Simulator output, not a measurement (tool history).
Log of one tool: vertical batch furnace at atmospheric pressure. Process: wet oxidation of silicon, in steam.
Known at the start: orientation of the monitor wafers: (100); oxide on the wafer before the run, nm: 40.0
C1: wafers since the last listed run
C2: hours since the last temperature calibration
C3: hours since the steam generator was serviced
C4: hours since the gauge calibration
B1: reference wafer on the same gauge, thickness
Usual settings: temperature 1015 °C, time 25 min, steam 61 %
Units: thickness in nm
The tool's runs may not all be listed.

Run 1, hour 0: usual settings; C1 0; C2 2413.8; C3 3061.8; C4 34.7; B1 201.99. Result: thickness 189.62 nm.
Run 2, hour 8.9: usual settings; C1 113; C2 2422.7; C3 3070.7; C4 43.6; B1 201.9. Result: thickness 189.39 nm.
Run 3, hour 21.2: usual settings; C1 156; C2 2435; C3 3083; C4 55.9; B1 202.03. Result: thickness 189.56 nm.
Run 4, hour 38.2: usual settings; C1 215; C2 2452; C3 3100; C4 72.9; B1 202.03. Result: thickness 189.22 nm.
Run 5, hour 87.4: usual settings; C1 624; C2 2501.2; C3 3149.2; C4 122.1; B1 201.91. Result: thickness 188.77 nm.
Run 6, hour 99.8: usual settings; C1 157; C2 2513.6; C3 3161.6; C4 134.5; B1 202.11. Result: thickness 188.61 nm.
Run 7, hour 115.2: usual settings; C1 195; C2 2529; C3 3177; C4 149.9; B1 202.05. Result: thickness 189.1 nm.
Run 8, hour 131.3: usual settings; C1 204; C2 2545.1; C3 3193.1; C4 166; B1 202.09. Result: thickness 188.6 nm.
Run 9, hour 148.6: usual settings but time 30 min, steam 69 %; C1 219; C2 2562.4; C3 3210.4; C4 183.3; B1 201.96. Result: thickness 229.2 nm.
At hour 179.1: thermocouples replaced and temperature profile calibrated.
Run 10, hour 179.6: usual settings but time 30 min, steam 69 %; C1 88; C2 0.5; C3 3241.4; C4 214.3; B1 201.95. Result: thickness 228.74 nm.
Run 11, hour 183.6: usual settings; C1 50; C2 4.5; C3 3245.4; C4 218.3; B1 201.87. Result: thickness 188.15 nm.
Run 12, hour 187.7: usual settings; C1 52; C2 8.6; C3 3249.5; C4 222.4; B1 202.14. Result: thickness 188.31 nm.
Run 13, hour 199.4: usual settings but temperature 1024 °C; C1 148; C2 20.3; C3 3261.2; C4 234.1; B1 201.95. Result: thickness 200.94 nm.
Run 14, hour 211.2: usual settings; C1 149; C2 32.1; C3 3273; C4 245.9; B1 202.02. Result: thickness 188 nm.
Run 15, hour 228.6: usual settings; C1 221; C2 49.5; C3 3290.4; C4 263.3; B1 201.99. Result: thickness 187.96 nm.
Run 16, hour 244.8: usual settings; C1 205; C2 65.7; C3 3306.6; C4 279.5; B1 202.07. Result: thickness 187.88 nm.
Run 17, hour 256.2: usual settings; C1 144; C2 77.1; C3 3318; C4 290.9; B1 202.08. Result: thickness 187.89 nm.
Run 18, hour 263.6: usual settings but temperature 1031 °C, time 29.5 min; C1 93; C2 84.5; C3 3325.4; C4 298.3; B1 201.97. Result: thickness 233.91 nm.
Run 19, hour 278.9: usual settings but temperature 1025 °C, time 30 min; C1 194; C2 99.8; C3 3340.7; C4 313.6; B1 202. Result: thickness 226.54 nm.
Run 20, hour 288.2: usual settings but temperature 1031 °C, time 17.5 min, steam 70 %; C1 118; C2 109.1; C3 3350; C4 322.9; B1 202.04. Result: thickness 183 nm.
Run 21, hour 294.6: usual settings but temperature 1039 °C; C1 81; C2 115.5; C3 3356.4; C4 329.3; B1 201.98. Result: thickness 222.1 nm.
Run 22, hour 307.8: usual settings but temperature 1029 °C, time 20 min, steam 67 %; C1 167; C2 128.7; C3 3369.6; C4 342.5; B1 201.97. Result: thickness 190.57 nm.
Run 23, hour 324.8: usual settings but temperature 1031 °C, time 17.5 min, steam 70 %; C1 215; C2 145.7; C3 3386.6; C4 359.5; B1 202.04. Result: thickness 182.83 nm.
Run 24, hour 333.6: usual settings but temperature 1035 °C, time 20 min, steam 58 %; C1 111; C2 154.5; C3 3395.4; C4 368.3; B1 202.02. Result: thickness 181.8 nm.
Run 25, hour 351.6: usual settings but time 37 min, steam 72 %; C1 228; C2 172.5; C3 3413.4; C4 386.3; B1 202.02. Result: thickness 267.72 nm.
At hour 370.3: gauge calibrated.
At hour 377: steam generator serviced.
Run 26, hour 377.5: usual settings but temperature 1024 °C; C1 24; C2 198.4; C3 0.5; C4 7.2; B1 201.98. Result: thickness 209.01 nm.
Run 27, hour 381.6: usual settings but steam 69 %; C1 52; C2 202.5; C3 4.6; C4 11.3; B1 201.98. Result: thickness 212.64 nm.
Run 28, hour 396.9: usual settings; C1 194; C2 217.8; C3 19.9; C4 26.6; B1 201.93. Result: thickness 196.92 nm.
Run 29, hour 414.8: usual settings but temperature 1008 °C, steam 49 %; C1 227; C2 235.7; C3 37.8; C4 44.5; B1 202.06. Result: thickness 162.44 nm.
Run 30, hour 432.4: usual settings but temperature 993 °C, time 30.5 min, steam 58 %; C1 223; C2 253.3; C3 55.4; C4 62.1; B1 201.96. Result: thickness 183.25 nm.
Run 31, hour 441.2: usual settings; C1 111; C2 262.1; C3 64.2; C4 70.9; B1 202.03. Result: thickness 196.17 nm.
Run 32, hour 451.1: usual settings; C1 125; C2 272; C3 74.1; C4 80.8; B1 202.01. Result: thickness 196.2 nm.
Run 33, hour 458.2: usual settings but temperature 1027 °C, time 13 min; C1 90; C2 279.1; C3 81.2; C4 87.9; B1 202.12. Result: thickness 141.96 nm.
Run 34, hour 473.6: usual settings but steam 65 %; C1 195; C2 294.5; C3 96.6; C4 103.3; B1 202.11. Result: thickness 204.17 nm.
Run 35, hour 483.8: usual settings; C1 129; C2 304.7; C3 106.8; C4 113.5; B1 201.96. Result: thickness 196.56 nm.

How the hidden state differs across the entries between the runs, from the last listed run before each to the first after it:
Between runs 9 and 10: thermocouples replaced and temperature profile calibrated (hour 179.1)
  steam share off its setpoint, % of the setpoint: -8.08 -> -8.22
  measured less the result without the state, thickness: -12.82 -> -13.04 nm
Between runs 25 and 26: gauge calibrated (hour 370.3); steam generator serviced (hour 377)
  steam share off its setpoint, % of the setpoint: -9.02 -> -1.86
  measured less the result without the state, thickness: -16.84 -> -2.51 nm
